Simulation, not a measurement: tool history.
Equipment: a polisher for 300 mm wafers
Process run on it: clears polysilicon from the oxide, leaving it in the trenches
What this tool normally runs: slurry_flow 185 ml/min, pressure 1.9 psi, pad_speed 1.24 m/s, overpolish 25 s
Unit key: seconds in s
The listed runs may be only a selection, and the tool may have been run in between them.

run	hour	slurry_flow	pressure	pad_speed	overpolish	incoming thickness of the incoming film, nm	seconds
1	0	185	1.9	1.24	25	633.1	58.6
2	71.7	185	1.9	1.24	25	630.3	57.4
3	154.5	185	1.9	1.24	25	635.6	57.1
# hour 197.6: slurry nozzle cleaned
4	201.8	185	1.9	1.02	25	633.8	64.8
5	285.1	185	1.9	1.02	25	636	63.6
6	360.7	185	1.9	1.24	25	634.6	55.8
# hour 388.6: worn pad replaced by a new one
# hour 520.2: head pressure recalibrated
7	664.4	205	1.6	1.24	25	628.8	66.3
8	728.1	205	1.6	1.24	25	639.4	67.9
9	804.7	185	1.9	1.24	25	642.1	57.7
# hour 890.5: slurry nozzle cleaned
10	899.2	185	1.5	1.24	25	625.9	70.5
# hour 929.8: worn pad replaced by a new one
11	989.9	185	1.5	1.24	25	619.9	70.1
12	1034	185	1.9	1.24	25	643.1	55.8
13	1071.7	185	2.3	1.24	25	624.8	43.9
# hour 1120.5: head pressure recalibrated
14	1161.4	185	2.3	1.24	25	630.9	47.3
15	1228	185	2.3	1.24	25	631	47.1
16	1280.6	185	1.9	1.24	25	636.7	57.5
17	1375.8	185	1.9	0.86	21	637.2	70.8
# hour 1408.6: slurry nozzle cleaned
18	1478.2	185	1.9	1.24	25	631.3	57.1
# hour 1539.5: worn pad replaced by a new one
19	1566.5	185	1.9	1.24	10	641.1	55.2
20	1640.1	185	1.9	1.62	14	633.5	45.2
# hour 1680.3: head pressure recalibrated
21	1711	185	1.9	1.24	25	627.8	58.1
22	1854.7	185	1.3	1.24	25	621.9	83.2
23	1952.8	185	1.9	1.24	25	622	56.8
24	2019.5	185	1.9	1.24	36	628.2	55.2
# hour 2075.1: slurry nozzle cleaned
25	2096.4	140	1.9	0.94	11	628.5	71.2
# hour 2103.6: worn pad replaced by a new one
26	2143.4	125	2.5	1.24	32	629.7	46.1
# hour 2214.7: head pressure recalibrated
27	2236.8	235	2.4	1.24	25	619.9	43.3
28	2328.7	125	1.9	0.98	25	633.7	73.4
29	2414.4	185	1.9	1.1	25	635.7	62.5
30	2495.5	185	1.9	1.24	34	632.1	56.7
31	2612.3	185	1.9	1.24	25	637.5	56.4
# hour 2643.2: worn pad replaced by a new one
32	2700.2	185	1.9	1.24	25	635.1	55.3
# hour 2765.3: slurry nozzle cleaned
33	2784.1	185	1.9	1.24	25	633.1	53.9
34	2882.4	245	1.9	1.24	25	621.1	50.7
# hour 2907: head pressure recalibrated
35	2919.8	140	1.9	1.24	25	636.4	61.7

Results per run with the tool's hidden condition removed, run-to-run variation unchanged:
The hidden state here: removal rate lost through wear of the pad, %; slurry flow missing at the pad, %; deviation of the head's pressure from its setpoint, %.
run	seconds
1	58.4
2	57.5
3	57.7
4	65.8
5	65.4
6	58
7	66.6
8	68.5
9	58.6
10	72.4
11	73
12	58.5
13	46.4
14	47.6
15	47.5
16	58.2
17	72.2
18	58.9
19	57.6
20	47.8
21	57.8
22	83.2
23	57.3
24	56.1
25	73.1
26	47.7
27	43.3
28	73.6
29	63
30	57.6
31	58.1
32	57.7
33	57.2
34	54.9
35	61.8

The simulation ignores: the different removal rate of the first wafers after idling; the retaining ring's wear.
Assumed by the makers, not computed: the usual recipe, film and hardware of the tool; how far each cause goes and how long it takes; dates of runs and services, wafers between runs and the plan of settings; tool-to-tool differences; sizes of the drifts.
